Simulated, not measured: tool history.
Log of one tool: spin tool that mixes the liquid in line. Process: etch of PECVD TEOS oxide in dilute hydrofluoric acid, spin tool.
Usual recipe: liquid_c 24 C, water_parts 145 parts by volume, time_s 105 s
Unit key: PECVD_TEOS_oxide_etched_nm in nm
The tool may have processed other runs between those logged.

run,day,liquid_c,water_parts,time_s,wafers since the last listed run,hours since the thermometer was replaced,hours since the hydrofluoric acid flow meter was replaced,hours since the gauge calibration,"read-back film thickness of the PECVD TEOS oxide reference wafer, read on the same gauge (nm)",PECVD_TEOS_oxide_etched_nm
1,0,24,145,105,0,20.6,1494.3,1059.1,130.01,7.39
2,0.654,24,145,105,157,36.3,1510,1074.8,130.01,7.22
3,1.262,21.5,145,85,146,50.9,1524.6,1089.4,130.04,5.32
4,2.65,21.5,145,85,334,84.2,1557.9,1122.7,130.04,5.37
5,4.058,21.5,145,85,339,118,1591.7,1156.5,130.02,5.37
6,4.796,24,145,105,177,135.7,1609.4,1174.2,129.98,7.38
7,5.425,26.5,145,105,151,150.8,1624.5,1189.3,130.02,7.92
8,6.371,24,100,105,227,173.5,1647.2,1212,130.01,11.14
9,7.583,24,100,105,291,202.6,1676.3,1241.1,130,11
10,8.325,29,185,140,178,220.4,1694.1,1258.9,130.01,8.58
11,9.262,29,185,105,225,242.9,1716.6,1281.4,130.02,6.44
# day 10.133: hydrofluoric acid flow meter replaced
12,10.158,21,190,140,205,264.4,0.6,1302.9,129.98,7.12
13,11,20.5,210,140,202,284.6,20.8,1323.1,130.01,6.17
14,11.812,19,90,135,195,304.1,40.3,1342.6,130.01,14.76
15,12.962,24,145,105,276,331.7,67.9,1370.2,130.02,8.1
16,16.071,24,190,55,748,406.3,142.5,1444.8,129.99,3.08
17,17.258,22,145,45,285,434.8,171,1473.3,130.01,3.2
18,17.838,27,145,105,139,448.7,184.9,1487.2,130.01,9.07
# day 18.438: gauge calibrated
19,19.212,24,110,155,331,481.7,217.9,18.6,130,16.04
20,19.717,20,210,105,121,493.8,230,30.7,129.97,4.43
21,20.288,24,145,105,137,507.5,243.7,44.4,130.02,7.99
22,21.171,20.5,210,140,212,528.7,264.9,65.6,129.96,6.04
23,22.496,24,145,105,318,560.5,296.7,97.4,130.02,7.97
24,23.717,24,145,105,293,589.8,326,126.7,129.99,7.83
25,24.633,21,200,105,220,611.8,348,148.7,130.06,4.81
26,25.483,24,110,130,204,632.2,368.4,169.1,130.01,13.19
27,26.838,24,145,105,325,664.7,400.9,201.6,130.03,7.78
28,27.846,26.5,145,70,242,688.9,425.1,225.8,130,5.67
29,28.417,24,145,105,137,702.6,438.8,239.5,130.02,7.76
30,31.367,24,180,105,710,773.4,509.6,310.3,130.01,5.98
31,32.154,20,215,45,189,792.3,528.5,329.2,129.98,1.76
32,35.179,28.5,145,105,728,864.9,601.1,401.8,130.01,9.12
33,36.2,24,145,105,245,889.4,625.6,426.3,130.01,7.67
34,36.775,29,125,170,138,903.2,639.4,440.1,129.99,17.64

Below are 3 alternative next runs, each starting from the tool's condition after run 34. Predict each:
A,36.792,24,185,105,4,903.6,639.8,440.5,?,?
B,36.792,22,170,65,4,903.6,639.8,440.5,?,?
C,36.792,24,100,135,4,903.6,639.8,440.5,?,?

run,"read-back film thickness of the PECVD TEOS oxide reference wafer, read on the same gauge (nm)",PECVD_TEOS_oxide_etched_nm
A,130.02,5.59
B,130.02,3.55
C,130.02,14.7
The same runs, with their run-to-run variation unchanged, on a tool lacking any hidden condition would have given:
run,PECVD_TEOS_oxide_etched_nm
A,6.38
B,4.05
C,16.73

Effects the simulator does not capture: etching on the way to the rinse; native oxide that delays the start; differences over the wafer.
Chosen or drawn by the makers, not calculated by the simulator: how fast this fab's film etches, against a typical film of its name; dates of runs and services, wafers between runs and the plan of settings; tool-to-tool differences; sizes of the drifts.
